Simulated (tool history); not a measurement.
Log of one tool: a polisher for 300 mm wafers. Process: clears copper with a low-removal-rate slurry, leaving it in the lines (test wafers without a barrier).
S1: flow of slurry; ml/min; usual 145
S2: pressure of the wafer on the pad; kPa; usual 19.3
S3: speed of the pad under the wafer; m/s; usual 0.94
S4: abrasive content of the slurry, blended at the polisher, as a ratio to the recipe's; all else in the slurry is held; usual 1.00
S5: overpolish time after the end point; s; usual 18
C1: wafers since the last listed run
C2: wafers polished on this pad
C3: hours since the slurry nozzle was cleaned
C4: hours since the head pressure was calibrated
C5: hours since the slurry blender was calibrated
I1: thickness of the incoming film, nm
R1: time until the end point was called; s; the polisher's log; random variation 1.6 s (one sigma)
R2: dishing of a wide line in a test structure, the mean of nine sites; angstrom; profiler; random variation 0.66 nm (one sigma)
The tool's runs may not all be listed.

{"run": 1, "hour": 0.0, "S1": 145, "S2": 19.3, "S3": 0.94, "S4": 1.0, "S5": 18, "C1": 0, "C2": 6095, "C3": 151.7, "C4": 989.6, "C5": 768.4, "I1": 279.2, "R1": 117.3, "R2": 300}
{"hour": 17.2, "done": "slurry blender recalibrated"}
{"run": 2, "hour": 39.9, "S1": 145, "S2": 19.3, "S3": 0.94, "S4": 1.0, "S5": 18, "C1": 272, "C2": 6367, "C3": 191.6, "C4": 1029.5, "C5": 22.7, "I1": 278.0, "R1": 115.9, "R2": 290}
{"hour": 80.5, "done": "worn pad replaced by a new one"}
{"run": 3, "hour": 81.0, "S1": 145, "S2": 19.3, "S3": 0.94, "S4": 1.0, "S5": 18, "C1": 266, "C2": 3, "C3": 232.7, "C4": 1070.6, "C5": 63.8, "I1": 270.6, "R1": 102.2, "R2": 306}
{"run": 4, "hour": 152.1, "S1": 120, "S2": 19.3, "S3": 0.94, "S4": 1.0, "S5": 18, "C1": 510, "C2": 513, "C3": 303.8, "C4": 1141.7, "C5": 134.9, "I1": 275.2, "R1": 111.0, "R2": 294}
{"run": 5, "hour": 236.8, "S1": 165, "S2": 19.3, "S3": 0.94, "S4": 1.0, "S5": 14, "C1": 608, "C2": 1121, "C3": 388.5, "C4": 1226.4, "C5": 219.6, "I1": 275.2, "R1": 106.4, "R2": 268}
{"run": 6, "hour": 344.2, "S1": 145, "S2": 19.3, "S3": 0.94, "S4": 1.0, "S5": 18, "C1": 771, "C2": 1893, "C3": 495.9, "C4": 1333.8, "C5": 327.0, "I1": 279.8, "R1": 109.0, "R2": 315}
{"hour": 425.6, "done": "head pressure recalibrated"}
{"run": 7, "hour": 618.5, "S1": 145, "S2": 22.8, "S3": 0.94, "S4": 0.85, "S5": 18, "C1": 1955, "C2": 3848, "C3": 770.2, "C4": 192.9, "C5": 601.3, "I1": 276.9, "R1": 100.9, "R2": 321}
{"run": 8, "hour": 670.3, "S1": 145, "S2": 19.3, "S3": 0.94, "S4": 1.0, "S5": 9, "C1": 371, "C2": 4220, "C3": 822.0, "C4": 244.7, "C5": 653.1, "I1": 272.9, "R1": 112.6, "R2": 173}
{"hour": 752.8, "done": "slurry nozzle cleaned"}
{"run": 9, "hour": 767.5, "S1": 145, "S2": 19.3, "S3": 0.94, "S4": 1.0, "S5": 18, "C1": 690, "C2": 4910, "C3": 14.7, "C4": 341.9, "C5": 750.3, "I1": 280.3, "R1": 117.1, "R2": 301}
{"hour": 816.0, "done": "worn pad replaced by a new one, of another model than before"}
{"hour": 824.5, "done": "slurry blender recalibrated"}
{"run": 10, "hour": 1059.2, "S1": 190, "S2": 19.3, "S3": 0.82, "S4": 1.0, "S5": 24, "C1": 2051, "C2": 1731, "C3": 306.4, "C4": 633.6, "C5": 234.7, "I1": 277.7, "R1": 114.4, "R2": 340}
{"run": 11, "hour": 1099.6, "S1": 145, "S2": 19.3, "S3": 0.94, "S4": 1.0, "S5": 18, "C1": 290, "C2": 2021, "C3": 346.8, "C4": 674.0, "C5": 275.1, "I1": 274.6, "R1": 107.5, "R2": 306}
{"run": 12, "hour": 1141.8, "S1": 145, "S2": 19.3, "S3": 0.94, "S4": 1.0, "S5": 18, "C1": 303, "C2": 2324, "C3": 389.0, "C4": 716.2, "C5": 317.3, "I1": 272.1, "R1": 105.7, "R2": 299}
{"run": 13, "hour": 1220.7, "S1": 145, "S2": 19.3, "S3": 0.72, "S4": 1.3, "S5": 24, "C1": 566, "C2": 2891, "C3": 467.9, "C4": 795.1, "C5": 396.2, "I1": 269.0, "R1": 121.3, "R2": 341}
{"run": 14, "hour": 1323.7, "S1": 190, "S2": 23.4, "S3": 0.66, "S4": 1.15, "S5": 18, "C1": 739, "C2": 3630, "C3": 570.9, "C4": 898.1, "C5": 499.2, "I1": 273.8, "R1": 106.4, "R2": 312}
{"run": 15, "hour": 1382.8, "S1": 145, "S2": 19.3, "S3": 0.94, "S4": 1.0, "S5": 18, "C1": 424, "C2": 4055, "C3": 630.0, "C4": 957.2, "C5": 558.3, "I1": 278.4, "R1": 115.1, "R2": 288}
{"run": 16, "hour": 1478.0, "S1": 145, "S2": 16.5, "S3": 1.26, "S4": 1.0, "S5": 18, "C1": 683, "C2": 4738, "C3": 725.2, "C4": 1052.4, "C5": 653.5, "I1": 275.6, "R1": 103.8, "R2": 314}
{"hour": 1523.2, "done": "worn pad replaced by a new one"}
{"hour": 1555.8, "done": "slurry nozzle cleaned"}
{"run": 17, "hour": 1563.0, "S1": 145, "S2": 19.3, "S3": 0.94, "S4": 1.0, "S5": 18, "C1": 574, "C2": 278, "C3": 7.2, "C4": 1137.4, "C5": 738.5, "I1": 272.3, "R1": 105.7, "R2": 321}
{"hour": 1626.3, "done": "slurry blender recalibrated"}
{"run": 18, "hour": 1641.0, "S1": 145, "S2": 13.1, "S3": 0.94, "S4": 1.0, "S5": 18, "C1": 545, "C2": 824, "C3": 85.2, "C4": 1215.4, "C5": 14.7, "I1": 271.6, "R1": 158.0, "R2": 229}
{"run": 19, "hour": 1688.9, "S1": 145, "S2": 19.3, "S3": 0.86, "S4": 1.0, "S5": 18, "C1": 343, "C2": 1167, "C3": 133.1, "C4": 1263.3, "C5": 62.6, "I1": 274.3, "R1": 114.5, "R2": 291}
{"hour": 1718.5, "done": "head pressure recalibrated"}
{"run": 20, "hour": 1930.5, "S1": 165, "S2": 17.2, "S3": 1.22, "S4": 1.0, "S5": 18, "C1": 1720, "C2": 2888, "C3": 374.7, "C4": 212.0, "C5": 304.2, "I1": 274.5, "R1": 97.0, "R2": 322}
{"run": 21, "hour": 2014.8, "S1": 105, "S2": 19.3, "S3": 0.94, "S4": 1.2, "S5": 18, "C1": 605, "C2": 3493, "C3": 459.0, "C4": 296.3, "C5": 388.5, "I1": 274.9, "R1": 110.6, "R2": 304}
{"run": 22, "hour": 2074.7, "S1": 145, "S2": 19.3, "S3": 0.94, "S4": 0.9, "S5": 23, "C1": 430, "C2": 3923, "C3": 518.9, "C4": 356.2, "C5": 448.4, "I1": 276.8, "R1": 112.2, "R2": 364}

The next listed run, before its measurement:
{"run": 23, "hour": 2152.4, "S1": 145, "S2": 19.3, "S3": 0.94, "S4": 1.0, "S5": 8, "C1": 557, "C2": 4481, "C3": 596.6, "C4": 433.9, "C5": 526.1, "I1": 277.4, "R1": "?", "R2": "?"}

{"run 23": {"R1": 112.4, "R2": 156}}
Without the tool's hidden state the same run would have given R1 105.0 s, R2 165 angstrom.

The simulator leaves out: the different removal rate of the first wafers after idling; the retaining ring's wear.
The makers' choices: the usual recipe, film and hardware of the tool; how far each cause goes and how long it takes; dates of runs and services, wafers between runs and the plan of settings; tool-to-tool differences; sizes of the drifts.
